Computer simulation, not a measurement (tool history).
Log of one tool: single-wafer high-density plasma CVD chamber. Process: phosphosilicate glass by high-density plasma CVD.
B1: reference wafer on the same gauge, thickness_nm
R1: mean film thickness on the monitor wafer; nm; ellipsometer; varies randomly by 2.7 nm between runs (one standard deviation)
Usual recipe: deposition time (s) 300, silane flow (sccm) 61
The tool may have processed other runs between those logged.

run 1 hour=0 | deposition_time_(s)=320 silane_flow_(sccm)=54 | B1=1643.442 | R1=1693.043
run 2 hour=11.2 | deposition_time_(s)=320 silane_flow_(sccm)=54 | B1=1643.924 | R1=1698.898
run 3 hour=23 | deposition_time_(s)=300 silane_flow_(sccm)=61 | B1=1644.001 | R1=1779.683
run 4 hour=32 | deposition_time_(s)=300 silane_flow_(sccm)=61 | B1=1644.632 | R1=1781.512
run 5 hour=45 | deposition_time_(s)=261 silane_flow_(sccm)=54 | B1=1645.257 | R1=1385.879
run 6 hour=55.5 | deposition_time_(s)=261 silane_flow_(sccm)=54 | B1=1645.754 | R1=1387.914
run 7 hour=67.1 | deposition_time_(s)=261 silane_flow_(sccm)=54 | B1=1646.124 | R1=1388.99
run 8 hour=84.2 | deposition_time_(s)=300 silane_flow_(sccm)=61 | B1=1647.449 | R1=1782.717
run 9 hour=92.6 | deposition_time_(s)=300 silane_flow_(sccm)=65 | B1=1646.448 | R1=1891.042
run 10 hour=102.2 | deposition_time_(s)=300 silane_flow_(sccm)=65 | B1=1648.325 | R1=1892.653
run 11 hour=114.7 | deposition_time_(s)=300 silane_flow_(sccm)=65 | B1=1648.136 | R1=1894.086
run 12 hour=122.9 | deposition_time_(s)=300 silane_flow_(sccm)=61 | B1=1649.126 | R1=1787.17
run 13 hour=132.5 | deposition_time_(s)=300 silane_flow_(sccm)=61 | B1=1649.196 | R1=1785.095
run 14 hour=145.3 | deposition_time_(s)=330 silane_flow_(sccm)=68 | B1=1649.053 | R1=2170.028
run 15 hour=154 | deposition_time_(s)=259 silane_flow_(sccm)=61 | B1=1650.347 | R1=1541.058
run 16 hour=185.6 | deposition_time_(s)=323 silane_flow_(sccm)=68 | B1=1650.608 | R1=2131.784
run 17 hour=198.7 | deposition_time_(s)=300 silane_flow_(sccm)=61 | B1=1652.057 | R1=1789.622
-- hour=210.6 silane flow controller replaced
run 18 hour=214.2 | deposition_time_(s)=300 silane_flow_(sccm)=61 | B1=1652.085 | R1=1791.537
-- hour=218.6 gauge calibrated
run 19 hour=222.8 | deposition_time_(s)=265 silane_flow_(sccm)=58 | B1=1639.439 | R1=1500.59

Run 20 has not been measured yet. What should we expect?
run 20 hour=231.6 | deposition_time_(s)=300 silane_flow_(sccm)=61 | B1=? | R1=?

Run 20 gave B1 1639.53, R1 1779.455 nm.
Were there no unlogged condition in the tool, this run, its random variation unchanged, would have produced R1 1779.706 nm.
